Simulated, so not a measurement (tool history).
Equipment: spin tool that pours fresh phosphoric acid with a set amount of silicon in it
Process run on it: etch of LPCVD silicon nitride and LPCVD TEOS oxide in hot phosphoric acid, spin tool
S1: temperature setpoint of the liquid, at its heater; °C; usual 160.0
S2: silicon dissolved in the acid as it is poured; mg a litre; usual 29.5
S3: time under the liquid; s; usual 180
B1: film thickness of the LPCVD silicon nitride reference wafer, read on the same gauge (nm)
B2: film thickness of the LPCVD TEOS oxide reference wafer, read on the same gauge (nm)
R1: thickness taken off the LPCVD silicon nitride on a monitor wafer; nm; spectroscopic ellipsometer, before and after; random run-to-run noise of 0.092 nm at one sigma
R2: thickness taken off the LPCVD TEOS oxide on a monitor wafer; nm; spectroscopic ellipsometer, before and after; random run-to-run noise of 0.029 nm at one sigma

run	day	S1	S2	S3	B1	B2	R1	R2
1	0.000	160.0	38.0	180	30.01	39.965	17.26	0.292
# day 0.325: gauge calibrated
# day 1.646: heated supply line repaired
2	5.133	160.0	29.5	180	30.00	39.962	17.53	0.435
3	7.196	160.0	47.0	180	29.94	39.971	17.66	0.177
4	13.571	160.0	29.5	180	29.97	40.003	17.88	0.448
# day 15.796: thermometer replaced
5	17.221	160.0	29.5	180	30.04	39.988	16.94	0.426
6	20.604	160.0	29.5	180	30.01	40.013	16.88	0.391
7	22.346	160.0	49.5	270	30.00	40.012	25.29	0.238
8	26.121	157.5	29.5	215	29.99	39.986	18.79	0.361
9	27.896	160.0	6.5	180	30.01	39.957	17.10	0.734
10	31.875	160.0	29.5	180	30.04	39.983	17.30	0.413
# day 33.538: dissolved silicon flow meter replaced
11	35.050	160.0	13.0	180	30.00	39.977	17.63	0.710
12	37.646	160.0	29.5	180	30.02	40.023	17.68	0.421
13	40.325	160.0	29.5	180	30.07	39.977	17.60	0.416

Expected results for the next run?
# day 43.075: thermometer replaced
14	43.367	160.0	29.5	180	?	?	?	?

B1: 29.98
B2: 40.020
R1: 16.73 nm
R2: 0.312 nm
Minus the tool's unlogged condition, the same run would have read R1 16.67 nm, R2 0.309 nm.
